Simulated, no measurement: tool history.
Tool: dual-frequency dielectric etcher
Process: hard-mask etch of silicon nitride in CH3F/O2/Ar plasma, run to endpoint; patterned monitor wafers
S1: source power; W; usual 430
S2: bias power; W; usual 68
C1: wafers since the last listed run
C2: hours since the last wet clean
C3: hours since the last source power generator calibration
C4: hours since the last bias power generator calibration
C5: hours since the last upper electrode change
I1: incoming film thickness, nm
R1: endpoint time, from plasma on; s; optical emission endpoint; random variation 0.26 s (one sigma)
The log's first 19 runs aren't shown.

run,day,S1,S2,C1,C2,C3,C4,C5,I1,R1
20,63.767,480,68,1221,302,484.2,4558.2,1440,47.04,63.7
21,67.279,430,68,1288,386.3,568.5,4642.5,1524.3,46.91,67.8
22,71.717,390,79,1627,492.8,675,4749,1630.8,46.62,65.7
23,73.292,500,83,577,530.6,712.8,4786.8,1668.6,46.63,56
24,76.512,430,68,1181,607.9,790.1,4864.1,1745.9,46.2,66.3
25,79.9,470,68,1242,689.2,871.4,4945.4,1827.2,46.33,63.8
# day 81.221: wet clean of the chamber
# day 81.971: upper electrode replaced
26,83.621,500,75,722,57.6,960.7,5034.7,39.6,46.61,58.5
27,90.146,350,83,2393,214.2,1117.3,5191.3,196.2,46.01,67.7
28,94.25,430,68,1505,312.7,1215.8,5289.8,294.7,46.17,66.1
# day 95.079: bias power generator calibrated
29,96.504,430,68,765,366.8,1269.9,34.2,348.8,46.41,69
30,98.983,530,68,909,426.3,1329.4,93.7,408.3,46.37,60.8
31,101.312,320,61,854,482.2,1385.3,149.6,464.2,46.02,88.3
32,105.321,500,74,1470,578.4,1481.5,245.8,560.4,46.54,60.2
33,108.508,460,56,1169,654.9,1558,322.3,636.9,46.4,73.4
# day 110.321: wet clean of the chamber
34,110.688,430,68,432,8.8,1610.3,374.6,689.2,46.37,68.5
35,122.525,380,76,4341,292.9,1894.4,658.7,973.3,46.43,69.5
36,124.671,500,56,787,344.4,1945.9,710.2,1024.8,46.47,70.5

3 ways to go on from here, each from the tool as it stands after run 36. What would each give?
A,124.688,430,68,6,344.8,1946.3,710.6,1025.2,46.41,?
B,124.688,370,74,6,344.8,1946.3,710.6,1025.2,46.41,?
C,124.688,430,83,6,344.8,1946.3,710.6,1025.2,46.41,?

run,R1
A,68.5
B,71.7
C,61.7
Without the tool's hidden state the same runs would have given:
run,R1
A,68.6
B,71.9
C,61.8
